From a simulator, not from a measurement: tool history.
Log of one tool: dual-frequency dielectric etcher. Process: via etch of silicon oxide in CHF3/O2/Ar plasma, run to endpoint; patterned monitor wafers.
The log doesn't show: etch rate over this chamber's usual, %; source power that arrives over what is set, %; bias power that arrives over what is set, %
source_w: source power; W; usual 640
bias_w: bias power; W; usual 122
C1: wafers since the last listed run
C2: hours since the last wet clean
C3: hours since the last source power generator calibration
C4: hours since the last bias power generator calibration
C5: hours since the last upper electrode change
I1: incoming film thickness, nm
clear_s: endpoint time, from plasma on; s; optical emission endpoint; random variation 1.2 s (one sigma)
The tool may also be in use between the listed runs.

Run 1, hour 0: usual settings but source_w 700 W; C1 0; C2 475.7; C3 1025.2; C4 1866.3; C5 3419.9; I1 541.6. Result: clear_s 322.1 s.
Run 2, hour 70.5: usual settings but source_w 700 W; C1 230; C2 546.2; C3 1095.7; C4 1936.8; C5 3490.4; I1 543.7. Result: clear_s 320.8 s.
Run 3, hour 171.9: usual settings but source_w 580 W, bias_w 114 W; C1 331; C2 647.6; C3 1197.1; C4 2038.2; C5 3591.8; I1 545.7. Result: clear_s 341.5 s.
At hour 252.3: wet clean of the chamber.
Run 4, hour 262.3: usual settings; C1 216; C2 10; C3 1287.5; C4 2128.6; C5 3682.2; I1 538.9. Result: clear_s 330.5 s.
Run 5, hour 324.1: usual settings; C1 201; C2 71.8; C3 1349.3; C4 2190.4; C5 3744; I1 539. Result: clear_s 330.6 s.
Run 6, hour 407.9: usual settings; C1 273; C2 155.6; C3 1433.1; C4 2274.2; C5 3827.8; I1 542.9. Result: clear_s 332.2 s.
Run 7, hour 503.4: usual settings; C1 311; C2 251.1; C3 1528.6; C4 2369.7; C5 3923.3; I1 545.2. Result: clear_s 334.8 s.
Run 8, hour 547.6: usual settings; C1 144; C2 295.3; C3 1572.8; C4 2413.9; C5 3967.5; I1 538.8. Result: clear_s 328.3 s.
Run 9, hour 618.2: usual settings; C1 230; C2 365.9; C3 1643.4; C4 2484.5; C5 4038.1; I1 544. Result: clear_s 330.5 s.
Run 10, hour 707.9: usual settings; C1 293; C2 455.6; C3 1733.1; C4 2574.2; C5 4127.8; I1 541.3. Result: clear_s 329.9 s.
Run 11, hour 770.6: usual settings; C1 204; C2 518.3; C3 1795.8; C4 2636.9; C5 4190.5; I1 538.2. Result: clear_s 324.9 s.
At hour 870.7: wet clean of the chamber.
Run 12, hour 877.5: usual settings; C1 270; C2 6.8; C3 1902.7; C4 2743.8; C5 4297.4; I1 540. Result: clear_s 330.7 s.
Run 13, hour 985.4: usual settings but bias_w 100 W; C1 352; C2 114.7; C3 2010.6; C4 2851.7; C5 4405.3; I1 543.3. Result: clear_s 345.7 s.
Run 14, hour 1039.3: usual settings; C1 176; C2 168.6; C3 2064.5; C4 2905.6; C5 4459.2; I1 538.5. Result: clear_s 328.5 s.
Run 15, hour 1080.3: usual settings; C1 133; C2 209.6; C3 2105.5; C4 2946.6; C5 4500.2; I1 544.2. Result: clear_s 333.3 s.
At hour 1107.5: source power generator calibrated.
Run 16, hour 1138.5: usual settings but source_w 560 W, bias_w 136 W; C1 177; C2 267.8; C3 31; C4 3004.8; C5 4558.4; I1 545.7. Result: clear_s 336.8 s.
Run 17, hour 1181.3: usual settings but source_w 740 W; C1 139; C2 310.6; C3 73.8; C4 3047.6; C5 4601.2; I1 540.5. Result: clear_s 316.8 s.
Run 18, hour 1230.5: usual settings but source_w 560 W, bias_w 150 W; C1 160; C2 359.8; C3 123; C4 3096.8; C5 4650.4; I1 544.7. Result: clear_s 329.6 s.
Run 19, hour 1338.5: usual settings; C1 352; C2 467.8; C3 231; C4 3204.8; C5 4758.4; I1 542.9. Result: clear_s 330.1 s.
Run 20, hour 1423.5: usual settings; C1 277; C2 552.8; C3 316; C4 3289.8; C5 4843.4; I1 541.9. Result: clear_s 329.9 s.
Run 21, hour 1474: usual settings but source_w 480 W, bias_w 144 W; C1 164; C2 603.3; C3 366.5; C4 3340.3; C5 4893.9; I1 539.6. Result: clear_s 339 s.
Run 22, hour 1513.9: usual settings but source_w 510 W, bias_w 136 W; C1 130; C2 643.2; C3 406.4; C4 3380.2; C5 4933.8; I1 540.9. Result: clear_s 340.4 s.
At hour 1543.1: bias power generator calibrated.
At hour 1565: wet clean of the chamber.
Run 23, hour 1565.5: usual settings; C1 84; C2 0.5; C3 458; C4 22.4; C5 4985.4; I1 546.6. Result: clear_s 337.6 s.
At hour 1595.9: upper electrode replaced, of another model than before.
Run 24, hour 1645.5: usual settings; C1 182; C2 80.5; C3 538; C4 102.4; C5 49.6; I1 545.1. Result: clear_s 331.7 s.
Run 25, hour 1694.6: usual settings but bias_w 103 W; C1 160; C2 129.6; C3 587.1; C4 151.5; C5 98.7; I1 537.3. Result: clear_s 342.1 s.
Run 26, hour 1748.1: usual settings but source_w 570 W, bias_w 139 W; C1 174; C2 183.1; C3 640.6; C4 205; C5 152.2; I1 541.2. Result: clear_s 329.2 s.
Run 27, hour 1850.1: usual settings but source_w 580 W; C1 333; C2 285.1; C3 742.6; C4 307; C5 254.2; I1 545.6. Result: clear_s 338.4 s.
Run 28, hour 1944.3: usual settings but bias_w 134 W; C1 307; C2 379.3; C3 836.8; C4 401.2; C5 348.4; I1 541.8. Result: clear_s 320.6 s.
Run 29, hour 2017.1: usual settings; C1 237; C2 452.1; C3 909.6; C4 474; C5 421.2; I1 544.9. Result: clear_s 329.7 s.
Run 30, hour 2085.1: usual settings; C1 222; C2 520.1; C3 977.6; C4 542; C5 489.2; I1 545.9. Result: clear_s 330.5 s.
Run 31, hour 2311.4: usual settings but source_w 750 W, bias_w 101 W; C1 739; C2 746.4; C3 1203.9; C4 768.3; C5 715.5; I1 544. Result: clear_s 333.2 s.
At hour 2336.5: wet clean of the chamber.
Run 32, hour 2372.6: usual settings; C1 121; C2 36.1; C3 1265.1; C4 829.5; C5 776.7; I1 543.8. Result: clear_s 333.3 s.
Run 33, hour 2425.9: usual settings but source_w 490 W, bias_w 93 W; C1 174; C2 89.4; C3 1318.4; C4 882.8; C5 830; I1 543. Result: clear_s 369.5 s.
Run 34, hour 2505.5: usual settings; C1 260; C2 169; C3 1398; C4 962.4; C5 909.6; I1 544.1. Result: clear_s 330.2 s.
Run 35, hour 2612.4: usual settings but bias_w 102 W; C1 349; C2 275.9; C3 1504.9; C4 1069.3; C5 1016.5; I1 544.6. Result: clear_s 345.7 s.

Hidden state at the last listed run before each entry between runs and at the first one after, where it differs:
Between runs 3 and 4: wet clean of the chamber (hour 252.3)
  etch rate over this chamber's usual, %: 1.71 -> -0.107
  measured less the result without the state, clear_s: -5.9 -> +0.4 s
Between runs 11 and 12: wet clean of the chamber (hour 870.7)
  etch rate over this chamber's usual, %: 1.29 -> -0.0694
  measured less the result without the state, clear_s: -4.2 -> +0.2 s
Between runs 15 and 16: source power generator calibrated (hour 1107.5)
  etch rate over this chamber's usual, %: 0.489 -> 0.649
  measured less the result without the state, clear_s: -1.6 -> -2.2 s
Between runs 22 and 23: bias power generator calibrated (hour 1543.1); wet clean of the chamber (hour 1565)
  etch rate over this chamber's usual, %: 1.68 -> -0.0966
  measured less the result without the state, clear_s: -5.7 -> +0.3 s
Between runs 23 and 24: upper electrode replaced, of another model than before (hour 1595.9)
  etch rate over this chamber's usual, %: -0.0966 -> 0.124
  measured less the result without the state, clear_s: +0.3 -> -0.4 s
Between runs 31 and 32: wet clean of the chamber (hour 2336.5)
  etch rate over this chamber's usual, %: 1.96 -> 0.453
  measured less the result without the state, clear_s: -6.5 -> -1.5 s
